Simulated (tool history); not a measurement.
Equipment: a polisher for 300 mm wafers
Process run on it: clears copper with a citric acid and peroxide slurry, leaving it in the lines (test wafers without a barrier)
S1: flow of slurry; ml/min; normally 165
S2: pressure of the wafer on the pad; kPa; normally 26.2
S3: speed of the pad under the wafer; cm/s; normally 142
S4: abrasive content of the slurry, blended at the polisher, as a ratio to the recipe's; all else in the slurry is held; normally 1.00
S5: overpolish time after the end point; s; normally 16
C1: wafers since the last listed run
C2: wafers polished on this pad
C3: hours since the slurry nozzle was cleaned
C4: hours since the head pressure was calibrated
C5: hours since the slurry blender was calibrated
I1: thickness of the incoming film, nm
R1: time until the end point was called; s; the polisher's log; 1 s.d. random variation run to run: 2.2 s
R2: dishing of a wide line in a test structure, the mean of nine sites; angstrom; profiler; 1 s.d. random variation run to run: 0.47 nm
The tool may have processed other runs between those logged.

run    hour   S1    S2   S3    S4  S5   C1    C2     C3      C4     C5     I1     R1   R2
  1     0.0  165  26.2  124  1.00  18    0  5947  613.9   535.8  427.0  598.8  177.9  373
       41.7  -- worn pad replaced by a new one
  2   101.4  165  26.2  124  1.00  18  788   483  715.3   637.2  528.4  592.2  186.3  345
      128.5  -- slurry nozzle cleaned
  3   207.8  165  26.2  142  1.00  16  853  1336   79.3   743.6  634.8  590.0  168.9  350
  4   254.7  165  26.2  142  1.00  16  379  1716  126.2   790.5  681.7  591.8  172.3  356
      262.4  -- slurry blender recalibrated
  5   350.0  165  26.2  142  1.00  16  755  2471  221.5   885.8   87.6  587.0  171.7  347
  6   450.3  165  26.2  142  1.00  13  811  3283  321.8   986.1  187.9  595.1  172.3  282
      473.3  -- head pressure recalibrated
  7   494.5  165  26.2  142  1.00  16  341  3625  366.0    21.2  232.1  591.2  170.3  342
      505.7  -- worn pad replaced by a new one, repeated, since the last time left the tool worse
  8   584.1  165  26.2  142  1.00  16  692   634  455.6   110.8  321.7  587.7  147.4  400
  9   630.0  165  26.2  184  1.00  11  371  1006  501.5   156.7  367.6  592.3  114.9  357
 10   696.1  120  26.2  170  0.85  16  535  1541  567.6   222.8  433.7  601.2  143.7  412
 11   785.5  165  22.8  100  0.85   9  723  2265  657.0   312.2  523.1  598.8  250.4  143
 12   860.5  165  33.8  142  1.00  16  607  2872  732.0   387.2  598.1  587.8  117.8  472
      884.5  -- slurry nozzle cleaned
 13   958.1  165  26.2  142  1.00  16  782  3654   73.6   484.8  695.7  594.0  149.8  379
     1027.9  -- slurry blender recalibrated
 14  1050.7  125  26.2  156  1.00  16  733  4387  166.2   577.4   22.8  594.5  145.9  396
 15  1155.2  165  26.2  142  1.00  23  845  5233  270.7   681.9  127.3  590.7  161.1  514
     1226.2  -- worn pad replaced by a new one
 16  1254.6  165  26.2  142  1.00  16  772   229  370.1   781.3  226.7  587.8  147.7  398
 17  1346.7  165  26.2  142  1.00  16  745   975  462.2   873.4  318.8  591.4  149.4  392
 18  1431.8  165  26.2  142  1.00  16  688  1664  547.3   958.5  403.9  595.4  145.6  389
 19  1512.4  165  17.9  142  0.85  19  652  2316  627.9  1039.1  484.5  595.9  215.3  320
 20  1576.1  135  26.2  116  1.20  16  515  2832  691.6  1102.8  548.2  599.1  190.4  324
     1622.1  -- slurry blender recalibrated
     1640.1  -- slurry nozzle cleaned
 21  1683.7  165  26.2  142  1.00  16  846  3679   43.6  1210.4   61.6  598.0  156.5  378

Expected results for the next run?
     1755.2  -- head pressure recalibrated
     1817.4  -- worn pad replaced by a new one
 22  1978.7  165  26.2  142  1.00  16  2339  1305  338.6  223.5  356.6  586.3   ?   ?

R1: 152.2 s
R2: 387 angstrom
If the tool had no hidden condition, the same run with the same run-to-run variation would have returned R1 148.6 s, R2 395 angstrom.
